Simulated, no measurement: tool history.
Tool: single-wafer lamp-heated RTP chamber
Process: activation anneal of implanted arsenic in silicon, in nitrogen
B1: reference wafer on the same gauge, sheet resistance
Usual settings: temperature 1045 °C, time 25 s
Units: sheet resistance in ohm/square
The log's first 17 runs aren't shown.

-- hour=379.4 pyrometer window cleaned and pyrometer calibrated
run 18 hour=395.6 | temperature=1065 time=18 | B1=265.26 | sheet_resistance=246.44
run 19 hour=424.5 | temperature=1045 time=25 | B1=265.06 | sheet_resistance=246.38
run 20 hour=443.1 | temperature=1056 time=25 | B1=264.58 | sheet_resistance=244.31
run 21 hour=469.9 | temperature=1054 time=35 | B1=264.95 | sheet_resistance=242.88
run 22 hour=552.3 | temperature=1067 time=16 | B1=264.43 | sheet_resistance=246.14
run 23 hour=583 | temperature=1045 time=25 | B1=264.08 | sheet_resistance=246.22
-- hour=592.4 reflector plate cleaned
run 24 hour=600.6 | temperature=1026 time=25 | B1=263.97 | sheet_resistance=249.68
run 25 hour=626.6 | temperature=1045 time=25 | B1=263.91 | sheet_resistance=246.93
run 26 hour=641.8 | temperature=1024 time=25 | B1=264.33 | sheet_resistance=250.28
run 27 hour=672.9 | temperature=1058 time=38 | B1=263.87 | sheet_resistance=241.29
run 28 hour=698.3 | temperature=1055 time=25 | B1=263.68 | sheet_resistance=242.75
run 29 hour=712.3 | temperature=1037 time=30 | B1=263.27 | sheet_resistance=245.85
run 30 hour=739.5 | temperature=1019 time=21 | B1=263.94 | sheet_resistance=251.37
run 31 hour=769 | temperature=1027 time=37 | B1=263.26 | sheet_resistance=245.5
run 32 hour=791.2 | temperature=1045 time=25 | B1=263.83 | sheet_resistance=246.48
run 33 hour=814.2 | temperature=1036 time=14 | B1=263.19 | sheet_resistance=251.97
run 34 hour=847.5 | temperature=1020 time=25 | B1=263.47 | sheet_resistance=250.25
run 35 hour=868.6 | temperature=1071 time=30 | B1=263.88 | sheet_resistance=239.43
-- hour=901.6 pyrometer window cleaned and pyrometer calibrated
run 36 hour=902.1 | temperature=1045 time=32 | B1=263.2 | sheet_resistance=243.09

Forecast each of these 5 alternatives for the next run:
run A hour=902.5 | temperature=1017 time=25 | B1=? | sheet_resistance=?
run B hour=902.5 | temperature=1045 time=40 | B1=? | sheet_resistance=?
run C hour=902.5 | temperature=1045 time=36 | B1=? | sheet_resistance=?
run D hour=902.5 | temperature=1068 time=30 | B1=? | sheet_resistance=?
run E hour=902.5 | temperature=1045 time=29 | B1=? | sheet_resistance=?

run=A B1=263.62 sheet_resistance=251.12
run=B B1=263.62 sheet_resistance=242.25
run=C B1=263.62 sheet_resistance=243.26
run=D B1=263.62 sheet_resistance=239.88
run=E B1=263.62 sheet_resistance=245.22
Without the tool's hidden state the same runs would have given:
run=A sheet_resistance=255.74
run=B sheet_resistance=246.7
run=C sheet_resistance=247.73
run=D sheet_resistance=244.29
run=E sheet_resistance=249.72

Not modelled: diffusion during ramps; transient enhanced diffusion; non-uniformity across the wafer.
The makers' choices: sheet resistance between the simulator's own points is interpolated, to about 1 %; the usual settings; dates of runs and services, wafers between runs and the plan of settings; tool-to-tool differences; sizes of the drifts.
